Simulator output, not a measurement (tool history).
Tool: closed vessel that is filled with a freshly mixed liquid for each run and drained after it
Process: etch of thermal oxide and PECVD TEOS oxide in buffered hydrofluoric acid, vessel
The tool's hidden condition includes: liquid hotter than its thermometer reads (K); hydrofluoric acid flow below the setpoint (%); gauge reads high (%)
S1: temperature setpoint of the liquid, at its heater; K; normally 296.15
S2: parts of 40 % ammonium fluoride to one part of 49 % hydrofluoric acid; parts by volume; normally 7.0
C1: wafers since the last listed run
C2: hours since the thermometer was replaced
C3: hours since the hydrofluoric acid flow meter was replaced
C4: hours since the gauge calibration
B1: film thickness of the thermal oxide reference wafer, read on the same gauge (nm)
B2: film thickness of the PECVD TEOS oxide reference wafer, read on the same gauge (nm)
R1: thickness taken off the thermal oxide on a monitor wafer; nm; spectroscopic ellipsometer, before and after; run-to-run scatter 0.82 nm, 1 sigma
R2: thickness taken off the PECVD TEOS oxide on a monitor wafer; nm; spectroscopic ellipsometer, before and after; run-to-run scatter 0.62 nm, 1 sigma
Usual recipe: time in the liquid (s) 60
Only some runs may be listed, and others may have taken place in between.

Run 1, hour 0.0: usual settings; C1 0; C2 2405.1; C3 781.6; C4 309.0; B1 30.03; B2 140.00. Result: R1 86.35 nm, R2 91.38 nm.
Run 2, hour 15.8: usual settings but S1 294.15 K, time in the liquid (s) 50; C1 2200; C2 2420.9; C3 797.4; C4 324.8; B1 29.99; B2 140.03. Result: R1 64.30 nm, R2 67.30 nm.
Run 3, hour 33.7: usual settings; C1 2493; C2 2438.8; C3 815.3; C4 342.7; B1 29.98; B2 139.98. Result: R1 86.40 nm, R2 90.27 nm.
At hour 37.4: hydrofluoric acid flow meter replaced.
Run 4, hour 50.6: usual settings; C1 2214; C2 2455.7; C3 13.2; C4 359.6; B1 30.00; B2 140.00. Result: R1 98.75 nm, R2 101.59 nm.
At hour 84.3: gauge calibrated.
Run 5, hour 93.1: usual settings but S1 298.65 K; C1 5920; C2 2498.2; C3 55.7; C4 8.8; B1 29.99; B2 139.99. Result: R1 111.01 nm, R2 116.12 nm.
Run 6, hour 107.1: usual settings but S1 298.65 K; C1 1950; C2 2512.2; C3 69.7; C4 22.8; B1 30.02; B2 139.98. Result: R1 111.95 nm, R2 116.52 nm.
Run 7, hour 118.9: usual settings but S1 298.65 K; C1 1643; C2 2524.0; C3 81.5; C4 34.6; B1 30.03; B2 140.00. Result: R1 111.16 nm, R2 116.71 nm.
Run 8, hour 127.6: usual settings; C1 1211; C2 2532.7; C3 90.2; C4 43.3; B1 30.00; B2 140.01. Result: R1 96.73 nm, R2 101.43 nm.
At hour 129.1: thermometer replaced.
Run 9, hour 137.3: usual settings but S1 294.15 K; C1 1211; C2 8.2; C3 99.9; C4 53.0; B1 30.03; B2 140.00. Result: R1 86.52 nm, R2 90.30 nm.
Run 10, hour 144.7: usual settings but S1 294.15 K; C1 1030; C2 15.6; C3 107.3; C4 60.4; B1 30.02; B2 139.99. Result: R1 86.17 nm, R2 90.27 nm.
Run 11, hour 151.7: usual settings but time in the liquid (s) 85; C1 975; C2 22.6; C3 114.3; C4 67.4; B1 29.97; B2 140.02. Result: R1 136.53 nm, R2 143.05 nm.
Run 12, hour 160.6: usual settings; C1 1239; C2 31.5; C3 123.2; C4 76.3; B1 29.99; B2 139.98. Result: R1 96.72 nm, R2 100.76 nm.
Run 13, hour 175.0: usual settings but S1 292.15 K, S2 5.5 parts by volume, time in the liquid (s) 85; C1 2005; C2 45.9; C3 137.6; C4 90.7; B1 30.04; B2 140.01. Result: R1 133.56 nm, R2 140.87 nm.
Run 14, hour 187.3: usual settings; C1 1713; C2 58.2; C3 149.9; C4 103.0; B1 30.00; B2 140.00. Result: R1 95.82 nm, R2 101.33 nm.
Run 15, hour 195.0: usual settings but S1 293.65 K; C1 1072; C2 65.9; C3 157.6; C4 110.7; B1 30.02; B2 140.01. Result: R1 82.93 nm, R2 86.55 nm.
Run 16, hour 202.6: usual settings but S1 298.15 K; C1 1058; C2 73.5; C3 165.2; C4 118.3; B1 29.99; B2 139.99. Result: R1 106.53 nm, R2 112.46 nm.
Run 17, hour 209.1: usual settings but S1 298.15 K; C1 905; C2 80.0; C3 171.7; C4 124.8; B1 30.00; B2 139.97. Result: R1 105.86 nm, R2 110.93 nm.
Run 18, hour 221.5: usual settings; C1 1727; C2 92.4; C3 184.1; C4 137.2; B1 30.00; B2 140.02. Result: R1 96.15 nm, R2 99.98 nm.
Run 19, hour 231.2: usual settings but S1 300.65 K, S2 5.0 parts by volume, time in the liquid (s) 85; C1 1351; C2 102.1; C3 193.8; C4 146.9; B1 30.02; B2 140.00. Result: R1 229.37 nm, R2 241.10 nm.
Run 20, hour 242.1: usual settings but S1 291.15 K; C1 1518; C2 113.0; C3 204.7; C4 157.8; B1 29.95; B2 140.02. Result: R1 72.00 nm, R2 74.59 nm.
Run 21, hour 257.4: usual settings but S2 8.0 parts by volume, time in the liquid (s) 30; C1 2131; C2 128.3; C3 220.0; C4 173.1; B1 30.02; B2 140.02. Result: R1 41.16 nm, R2 42.96 nm.
Run 22, hour 267.3: usual settings but S1 299.15 K, S2 8.0 parts by volume; C1 1379; C2 138.2; C3 229.9; C4 183.0; B1 30.03; B2 140.00. Result: R1 95.98 nm, R2 100.95 nm.
Run 23, hour 285.1: usual settings but S1 293.65 K, S2 6.0 parts by volume, time in the liquid (s) 80; C1 2479; C2 156.0; C3 247.7; C4 200.8; B1 30.01; B2 140.00. Result: R1 126.39 nm, R2 133.22 nm.
Run 24, hour 303.1: usual settings; C1 2507; C2 174.0; C3 265.7; C4 218.8; B1 29.99; B2 140.01. Result: R1 92.71 nm, R2 98.13 nm.
Run 25, hour 312.0: usual settings but S1 299.15 K, S2 5.5 parts by volume; C1 1239; C2 182.9; C3 274.6; C4 227.7; B1 29.96; B2 140.00. Result: R1 137.01 nm, R2 144.28 nm.
Run 26, hour 320.1: usual settings; C1 1128; C2 191.0; C3 282.7; C4 235.8; B1 30.00; B2 139.99. Result: R1 93.89 nm, R2 98.28 nm.

Branching from run 26: 4 alternative next runs. What would each branch give?
Run A, hour 320.8: usual settings but time in the liquid (s) 35; C1 97; C2 191.7; C3 283.4; C4 236.5; B1 ?; B2 ?. Result: R1 ?, R2 ?.
Run B, hour 320.8: usual settings but S2 8.0 parts by volume, time in the liquid (s) 35; C1 97; C2 191.7; C3 283.4; C4 236.5; B1 ?; B2 ?. Result: R1 ?, R2 ?.
Run C, hour 320.8: usual settings but S1 294.65 K, S2 8.0 parts by volume, time in the liquid (s) 45; C1 97; C2 191.7; C3 283.4; C4 236.5; B1 ?; B2 ?. Result: R1 ?, R2 ?.
Run D, hour 320.8: usual settings but S2 6.0 parts by volume; C1 97; C2 191.7; C3 283.4; C4 236.5; B1 ?; B2 ?. Result: R1 ?, R2 ?.

run     B1      B2      R1      R2
  A  29.96  139.99   55.53   57.54
  B  29.96  139.99   48.06   49.80
  C  29.96  139.99   56.89   58.95
  D  29.96  139.99  109.72  113.69
What these runs would have given with no unlogged condition in the tool:
run      R1      R2
  A   57.95   60.05
  B   50.16   51.98
  C   59.38   61.53
  D  113.54  117.65
